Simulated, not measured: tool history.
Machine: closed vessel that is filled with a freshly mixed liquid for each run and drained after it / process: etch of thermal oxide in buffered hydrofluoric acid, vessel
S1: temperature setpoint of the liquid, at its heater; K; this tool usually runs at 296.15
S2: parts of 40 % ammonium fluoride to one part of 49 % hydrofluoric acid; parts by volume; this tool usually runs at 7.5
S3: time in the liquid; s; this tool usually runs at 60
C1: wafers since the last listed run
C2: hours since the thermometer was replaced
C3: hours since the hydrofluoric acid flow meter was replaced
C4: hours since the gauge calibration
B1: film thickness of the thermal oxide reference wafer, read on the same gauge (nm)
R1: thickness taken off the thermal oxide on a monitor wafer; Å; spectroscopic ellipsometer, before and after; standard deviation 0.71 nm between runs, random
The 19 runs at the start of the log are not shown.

run,hour,S1,S2,S3,C1,C2,C3,C4,B1,R1
20,517.9,291.65,10.0,60,4376,1629.6,1966.0,304.1,110.00,458.8
# hour 538.1: hydrofluoric acid flow meter replaced
# hour 576.7: thermometer replaced
21,596.4,296.15,9.0,75,9846,19.7,58.3,382.6,110.00,843.1
22,620.8,296.15,7.5,60,3140,44.1,82.7,407.0,110.00,815.3
# hour 633.5: gauge calibrated
23,637.1,300.15,5.5,90,2097,60.4,99.0,3.6,109.99,2041.8
24,722.5,296.15,7.5,60,10991,145.8,184.4,89.0,109.95,814.8
25,734.6,297.65,10.0,80,1557,157.9,196.5,101.1,109.98,899.1
26,770.4,300.65,10.0,45,4607,193.7,232.3,136.9,110.02,594.1
27,805.6,291.15,6.5,70,4530,228.9,267.5,172.1,110.04,832.1
28,839.4,298.15,7.5,60,4350,262.7,301.3,205.9,109.97,913.5
29,871.8,296.15,7.5,60,4170,295.1,333.7,238.3,110.00,818.3
30,900.0,296.15,7.5,35,3629,323.3,361.9,266.5,110.00,470.3

Predict the results of run 31:
31,917.0,291.15,6.5,60,2188,340.3,378.9,283.5,?,?

{"run 31": {"B1": 109.98, "R1": 710.3}}
Were there no unlogged condition in the tool, this run, its random variation unchanged, would have produced R1 717.9 Å.
